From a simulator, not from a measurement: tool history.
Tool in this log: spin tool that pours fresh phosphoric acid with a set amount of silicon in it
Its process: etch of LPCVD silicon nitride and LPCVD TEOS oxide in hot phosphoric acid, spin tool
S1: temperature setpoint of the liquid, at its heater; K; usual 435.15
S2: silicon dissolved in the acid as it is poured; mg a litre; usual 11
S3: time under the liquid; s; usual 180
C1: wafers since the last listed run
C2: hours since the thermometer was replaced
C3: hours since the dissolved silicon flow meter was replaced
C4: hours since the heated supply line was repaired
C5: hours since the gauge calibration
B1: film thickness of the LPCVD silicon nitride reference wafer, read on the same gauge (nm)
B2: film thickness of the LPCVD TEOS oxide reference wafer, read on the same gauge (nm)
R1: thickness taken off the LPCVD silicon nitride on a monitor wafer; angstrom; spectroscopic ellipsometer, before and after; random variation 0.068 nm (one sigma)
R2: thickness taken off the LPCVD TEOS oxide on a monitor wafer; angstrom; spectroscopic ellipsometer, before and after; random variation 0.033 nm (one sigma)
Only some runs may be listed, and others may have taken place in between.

| run | hour | S1 | S2 | S3 | C1 | C2 | C3 | C4 | C5 | B1 | B2 | R1 | R2 |
|---|---|---|---|---|---|---|---|---|---|---|---|---|---|
| 1 | 0 | 435.15 | 15.5 | 255 | 0 | 57.2 | 662.8 | 104.3 | 77.8 | 139.95 | 69.986 | 219.6 | 12.88 |
| 2 | 17.2 | 435.15 | 11 | 180 | 106 | 74.4 | 680 | 121.5 | 95 | 139.98 | 70.016 | 154.6 | 10.27 |
| 3 | 31.6 | 435.15 | 15.5 | 180 | 89 | 88.8 | 694.4 | 135.9 | 109.4 | 139.97 | 69.994 | 155.4 | 9.43 |
| 4 | 40.5 | 434.15 | 11 | 150 | 55 | 97.7 | 703.3 | 144.8 | 118.3 | 140.01 | 70.016 | 124.8 | 7.94 |
| 5 | 55.6 | 435.15 | 3.5 | 260 | 93 | 112.8 | 718.4 | 159.9 | 133.4 | 139.96 | 70.016 | 223.6 | 17.16 |
| 6 | 66.6 | 435.15 | 8 | 90 | 68 | 123.8 | 729.4 | 170.9 | 144.4 | 140.04 | 69.958 | 77.6 | 5.48 |
|  | 71.3 | dissolved silicon flow meter replaced |
| 7 | 82.7 | 435.15 | 11 | 180 | 93 | 139.9 | 11.4 | 187 | 160.5 | 139.99 | 70.019 | 153.8 | 10.35 |
| 8 | 133 | 435.15 | 6.5 | 230 | 312 | 190.2 | 61.7 | 237.3 | 210.8 | 139.98 | 69.996 | 196.5 | 14.71 |
| 9 | 146.8 | 435.15 | 18.5 | 180 | 85 | 204 | 75.5 | 251.1 | 224.6 | 140 | 70.016 | 152.7 | 8.27 |
| 10 | 159.8 | 436.15 | 7.5 | 75 | 80 | 217 | 88.5 | 264.1 | 237.6 | 140.02 | 69.999 | 65.6 | 4.96 |
| 11 | 176.9 | 433.65 | 8.5 | 100 | 106 | 234.1 | 105.6 | 281.2 | 254.7 | 139.95 | 69.992 | 80.7 | 5.38 |
| 12 | 191.4 | 435.15 | 17 | 110 | 89 | 248.6 | 120.1 | 295.7 | 269.2 | 139.95 | 69.984 | 93.6 | 5.07 |
| 13 | 200.2 | 435.15 | 11 | 180 | 54 | 257.4 | 128.9 | 304.5 | 278 | 139.99 | 70.033 | 153.6 | 10.09 |
| 14 | 211.9 | 435.15 | 11 | 180 | 72 | 269.1 | 140.6 | 316.2 | 289.7 | 140 | 70.006 | 151.4 | 10.55 |
| 15 | 221.8 | 432.65 | 7 | 235 | 61 | 279 | 150.5 | 326.1 | 299.6 | 139.99 | 69.993 | 182.5 | 12.12 |
| 16 | 235.1 | 435.15 | 11 | 180 | 82 | 292.3 | 163.8 | 339.4 | 312.9 | 139.98 | 70.02 | 151.9 | 9.43 |
| 17 | 252 | 437.15 | 3 | 105 | 104 | 309.2 | 180.7 | 356.3 | 329.8 | 140 | 69.979 | 95 | 7.77 |
| 18 | 264.8 | 435.15 | 11 | 180 | 79 | 322 | 193.5 | 369.1 | 342.6 | 139.98 | 70.015 | 152.6 | 9.92 |
| 19 | 272.3 | 433.65 | 11 | 180 | 46 | 329.5 | 201 | 376.6 | 350.1 | 139.98 | 69.997 | 145 | 8.68 |
| 20 | 278.8 | 435.15 | 11 | 180 | 40 | 336 | 207.5 | 383.1 | 356.6 | 140 | 70.007 | 151.4 | 9.63 |
| 21 | 294.1 | 437.65 | 14 | 180 | 94 | 351.3 | 222.8 | 398.4 | 371.9 | 140 | 69.994 | 164.5 | 11.62 |
| 22 | 310.7 | 438.15 | 16 | 150 | 103 | 367.9 | 239.4 | 415 | 388.5 | 139.99 | 69.974 | 140.2 | 8.88 |

Hidden condition of the tool, last listed run before each entry between runs versus first listed run after:
Logged between run 6 and run 7: dissolved silicon flow meter replaced (hour 71.3)
  liquid colder than its thermometer reads (K): 0.165 -> 0.182; temperature lost on the way to the wafer (K): 0.57 -> 0.589
  what was measured, less what the result would be without the hidden state, R1: -1.9 -> -4 angstrom; R2: -0.3 -> -0.6 angstrom
